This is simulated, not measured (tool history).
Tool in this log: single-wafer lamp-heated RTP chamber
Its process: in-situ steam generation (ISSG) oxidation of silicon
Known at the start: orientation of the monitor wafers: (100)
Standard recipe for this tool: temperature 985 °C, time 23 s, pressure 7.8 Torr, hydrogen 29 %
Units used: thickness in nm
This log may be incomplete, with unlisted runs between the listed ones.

| run | hour | temperature | time | pressure | hydrogen | wafers since the last listed run | wafers since the last pyrometer calibration | hours since the pressure gauge was zeroed | hours since the hydrogen flow controller was replaced | hours since the gauge calibration | read-back reference wafer on the same gauge, thickness | thickness |
|---|---|---|---|---|---|---|---|---|---|---|---|---|
| 1 | 0.0 | 985 | 23 | 8.5 | 29 | 0 | 1873 | 4597.4 | 6740.2 | 220.8 | 6.069 | 5.660 |
| 2 | 59.1 | 985 | 23 | 8.5 | 29 | 360 | 2233 | 4656.5 | 6799.3 | 279.9 | 6.073 | 5.678 |
| 3 | 86.6 | 973 | 23 | 7.8 | 29 | 167 | 2401 | 4684.0 | 6826.8 | 307.4 | 6.072 | 5.470 |
| 4 | 143.3 | 985 | 23 | 7.8 | 29 | 346 | 2747 | 4740.7 | 6883.5 | 364.1 | 6.069 | 5.781 |
| 5 | 233.0 | 985 | 23 | 7.8 | 29 | 547 | 3295 | 4830.4 | 6973.2 | 453.8 | 6.076 | 5.867 |
|  | 279.9 | pyrometer window cleaned and pyrometer calibrated |
|  | 289.8 | hydrogen flow controller replaced |
| 6 | 290.3 | 990 | 23 | 7.8 | 29 | 252 | 14 | 4887.7 | 0.5 | 511.1 | 6.067 | 5.718 |
|  | 328.1 | gauge calibrated |
| 7 | 339.3 | 990 | 23 | 7.8 | 29 | 299 | 313 | 4936.7 | 49.5 | 11.2 | 6.074 | 5.685 |
| 8 | 396.5 | 985 | 23 | 7.8 | 29 | 349 | 662 | 4993.9 | 106.7 | 68.4 | 6.075 | 5.587 |
|  | 418.4 | pressure gauge zeroed |
| 9 | 423.4 | 968 | 17 | 8.5 | 20 | 115 | 778 | 5.0 | 133.6 | 95.3 | 6.068 | 4.226 |
| 10 | 494.2 | 985 | 32 | 8.8 | 23 | 432 | 1210 | 75.8 | 204.4 | 166.1 | 6.072 | 6.165 |
| 11 | 583.8 | 978 | 19 | 6.9 | 24 | 546 | 1756 | 165.4 | 294.0 | 255.7 | 6.065 | 4.834 |
| 12 | 672.6 | 993 | 23 | 7.8 | 20 | 541 | 2298 | 254.2 | 382.8 | 344.5 | 6.066 | 5.375 |
| 13 | 701.0 | 985 | 30 | 7.8 | 29 | 173 | 2472 | 282.6 | 411.2 | 372.9 | 6.074 | 6.531 |
|  | 737.0 | pyrometer window cleaned and pyrometer calibrated |
| 14 | 738.7 | 985 | 19 | 7.0 | 20 | 181 | 10 | 320.3 | 448.9 | 410.6 | 6.071 | 4.681 |

How the hidden state differs across the entries between the runs, from the last listed run before each to the first after it:
In the gap between runs 5 and 6: pyrometer window cleaned and pyrometer calibrated (hour 279.9); hydrogen flow controller replaced (hour 289.8)
  true wafer temperature minus pyrometer reading, K: 12.3 -> 0.879
  measured minus no-state result, thickness: +0.284 -> +0.020 nm
In the gap between runs 6 and 7: gauge calibrated (hour 328.1)
  true wafer temperature minus pyrometer reading, K: 0.879 -> 1.01
  measured minus no-state result, thickness: +0.020 -> +0.023 nm
In the gap between runs 8 and 9: pressure gauge zeroed (hour 418.4)
  true wafer temperature minus pyrometer reading, K: 1.4 -> 1.66
  measured minus no-state result, thickness: +0.031 -> +0.023 nm
In the gap between runs 13 and 14: pyrometer window cleaned and pyrometer calibrated (hour 737.0)
  true wafer temperature minus pyrometer reading, K: 7.68 -> 0.564
  measured minus no-state result, thickness: +0.210 -> +0.010 nm
